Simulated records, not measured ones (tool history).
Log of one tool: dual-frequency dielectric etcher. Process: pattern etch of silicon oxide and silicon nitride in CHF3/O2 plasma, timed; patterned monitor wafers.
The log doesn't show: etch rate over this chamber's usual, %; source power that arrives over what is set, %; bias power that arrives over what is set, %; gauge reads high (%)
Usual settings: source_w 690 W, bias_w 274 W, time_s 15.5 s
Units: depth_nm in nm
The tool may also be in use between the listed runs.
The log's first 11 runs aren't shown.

run     day  source_w  bias_w  time_s  wafers since the last listed run  hours since the last wet clean  hours since the last source power generator calibration  hours since the last bias power generator calibration  hours since the last upper electrode change  hours since the gauge calibration  read-back reference wafer on the same gauge, depth_nm  depth_nm
 12  20.208       590     274    19.5                               489                            27.0                                                    266.6                                                  374.2                                        269.0                              552.4                                                  32.62     34.19
 13  21.179       690     274    15.5                               430                            50.3                                                    289.9                                                  397.5                                        292.3                              575.7                                                  32.72     30.16
 14  22.300       690     274    15.5                               497                            77.2                                                    316.8                                                  424.4                                        319.2                              602.6                                                  32.70     30.22
 15  23.471       850     296    15.5                               519                           105.3                                                    344.9                                                  452.5                                        347.3                              630.7                                                  32.65     36.27
 16  24.933       690     322    19.5                               648                           140.4                                                    380.0                                                  487.6                                        382.4                              665.8                                                  32.64     41.94
 17  25.454       690     274    17.5                               230                           152.9                                                    392.5                                                  500.1                                        394.9                              678.3                                                  32.69     33.74
     25.758  -- gauge calibrated
 18  26.071       690     221    15.5                               273                           167.7                                                    407.3                                                  514.9                                        409.7                                7.5                                                  32.73     25.91
 19  27.158       690     247    11.5                               482                           193.8                                                    433.4                                                  541.0                                        435.8                               33.6                                                  32.80     20.65
 20  27.933       690     301    15.5                               343                           212.4                                                    452.0                                                  559.6                                        454.4                               52.2                                                  32.71     31.74
 21  29.021       740     274    15.5                               482                           238.5                                                    478.1                                                  585.7                                        480.5                               78.3                                                  32.64     31.50
 22  30.392       820     303    12.5                               607                           271.4                                                    511.0                                                  618.6                                        513.4                              111.2                                                  32.70     28.46
 23  31.642       780     217    18.5                               554                           301.4                                                    541.0                                                  648.6                                        543.4                              141.2                                                  32.70     32.30
 24  32.675       590     220    15.5                               458                           326.2                                                    565.8                                                  673.4                                        568.2                              166.0                                                  32.68     22.57
 25  34.158       690     319    15.5                               657                           361.8                                                    601.4                                                  709.0                                        603.8                              201.6                                                  32.72     32.30
 26  34.992       770     245    12.0                               369                           381.8                                                    621.4                                                  729.0                                        623.8                              221.6                                                  32.77     22.43
 27  36.321       690     274    15.5                               589                           413.7                                                    653.3                                                  760.9                                        655.7                              253.5                                                  32.64     29.04
 28  37.146       690     274    15.5                               365                           433.5                                                    673.1                                                  780.7                                        675.5                              273.3                                                  32.84     29.15
 29  38.175       690     274    15.5                               456                           458.2                                                    697.8                                                  805.4                                        700.2                              298.0                                                  32.71     29.35
 30  40.804       630     274    15.5                              1165                           521.3                                                    760.9                                                  868.5                                        763.3                              361.1                                                  32.80     27.03

4 ways to go on from here, each from the tool as it stands after run 30. What would each give?
  A  40.821       690     274    15.5                                 7                           521.7                                                    761.3                                                  868.9                                        763.7                              361.5                                                      ?         ?
  B  40.821       690     274    14.0                                 7                           521.7                                                    761.3                                                  868.9                                        763.7                              361.5                                                      ?         ?
  C  40.821       770     220    17.5                                 7                           521.7                                                    761.3                                                  868.9                                        763.7                              361.5                                                      ?         ?
  D  40.821       580     274    18.0                                 7                           521.7                                                    761.3                                                  868.9                                        763.7                              361.5                                                      ?         ?

run  read-back reference wafer on the same gauge, depth_nm  depth_nm
  A                                                  32.60     29.03
  B                                                  32.60     26.22
  C                                                  32.60     30.02
  D                                                  32.60     29.94
Without the tool's hidden state the same runs would have given:
run  depth_nm
  A     30.72
  B     27.75
  C     31.77
  D     31.69
